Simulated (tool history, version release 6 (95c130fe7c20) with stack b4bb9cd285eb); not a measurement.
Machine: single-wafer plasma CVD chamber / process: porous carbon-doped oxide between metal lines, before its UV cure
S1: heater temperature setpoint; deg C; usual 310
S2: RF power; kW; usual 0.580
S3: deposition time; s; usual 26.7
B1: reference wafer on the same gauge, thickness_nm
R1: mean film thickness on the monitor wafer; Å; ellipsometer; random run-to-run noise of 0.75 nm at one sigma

Run 1, hour 0.0: usual settings; B1 159.845. Result: R1 1394.58 Å.
Run 2, hour 34.4: usual settings; B1 160.122. Result: R1 1392.63 Å.
Run 3, hour 101.6: usual settings; B1 159.984. Result: R1 1393.16 Å.
Run 4, hour 153.7: usual settings but S1 317 deg C; B1 159.905. Result: R1 1330.36 Å.
Run 5, hour 228.4: usual settings but S1 317 deg C; B1 160.068. Result: R1 1329.09 Å.
Run 6, hour 281.4: usual settings but S1 317 deg C; B1 160.034. Result: R1 1326.18 Å.
Run 7, hour 329.7: usual settings; B1 160.068. Result: R1 1367.72 Å.
At hour 373.8: showerhead replaced.
Run 8, hour 400.0: usual settings but S2 0.665 kW; B1 159.858. Result: R1 1514.44 Å.
Run 9, hour 434.4: usual settings but S2 0.665 kW; B1 159.671. Result: R1 1516.99 Å.
At hour 442.7: gauge calibrated.
Run 10, hour 481.5: usual settings; B1 160.452. Result: R1 1367.19 Å.
Run 11, hour 516.0: usual settings but S2 0.645 kW, S3 28.2 s; B1 159.977. Result: R1 1549.11 Å.
Run 12, hour 578.9: usual settings; B1 159.806. Result: R1 1361.12 Å.
Run 13, hour 643.8: usual settings but S1 302 deg C, S3 31.6 s; B1 159.946. Result: R1 1690.99 Å.
At hour 662.6: RF generator calibrated.
Run 14, hour 702.0: usual settings but S1 297 deg C, S2 0.535 kW, S3 28.7 s; B1 160.148. Result: R1 1434.93 Å.
Run 15, hour 748.4: usual settings but S2 0.610 kW, S3 22.1 s; B1 160.037. Result: R1 1134.00 Å.
At hour 784.1: thermocouple changed; heater temperature recalibrated.
Run 16, hour 784.6: usual settings but S1 323 deg C, S2 0.470 kW, S3 22.0 s; B1 160.316. Result: R1 856.39 Å.
Run 17, hour 820.5: usual settings but S1 304 deg C, S2 0.670 kW, S3 30.7 s; B1 160.025. Result: R1 1729.00 Å.
At hour 870.5: RF generator calibrated, repeated, since the last time left the tool worse.
Run 18, hour 872.2: usual settings; B1 159.874. Result: R1 1425.13 Å.
Run 19, hour 918.3: usual settings but S2 0.490 kW, S3 24.5 s; B1 159.924. Result: R1 1150.96 Å.
Run 20, hour 984.7: usual settings but S1 305 deg C, S2 0.645 kW, S3 29.5 s; B1 160.144. Result: R1 1766.27 Å.

5 options for the next run, each taken on its own from the tool as it stands now. Forecast them:
Run A, hour 985.1: usual settings; B1 ?. Result: R1 ?.
Run B, hour 985.1: usual settings but S1 315 deg C, S2 0.475 kW, S3 24.5 s; B1 ?. Result: R1 ?.
Run C, hour 985.1: usual settings but S1 298 deg C, S2 0.465 kW, S3 29.3 s; B1 ?. Result: R1 ?.
Run D, hour 985.1: usual settings but S1 299 deg C, S2 0.655 kW, S3 22.6 s; B1 ?. Result: R1 ?.
Run E, hour 985.1: usual settings but S1 320 deg C, S2 0.545 kW, S3 21.6 s; B1 ?. Result: R1 ?.

run       B1       R1
  A  160.074  1422.19
  B  160.074  1092.83
  C  160.074  1420.45
  D  160.074  1417.18
  E  160.074  1043.49
Take away the tool's hidden state, keep each run's random variation, and the runs would have read:
run       R1
  A  1426.08
  B  1095.94
  C  1425.09
  D  1421.00
  E  1046.40
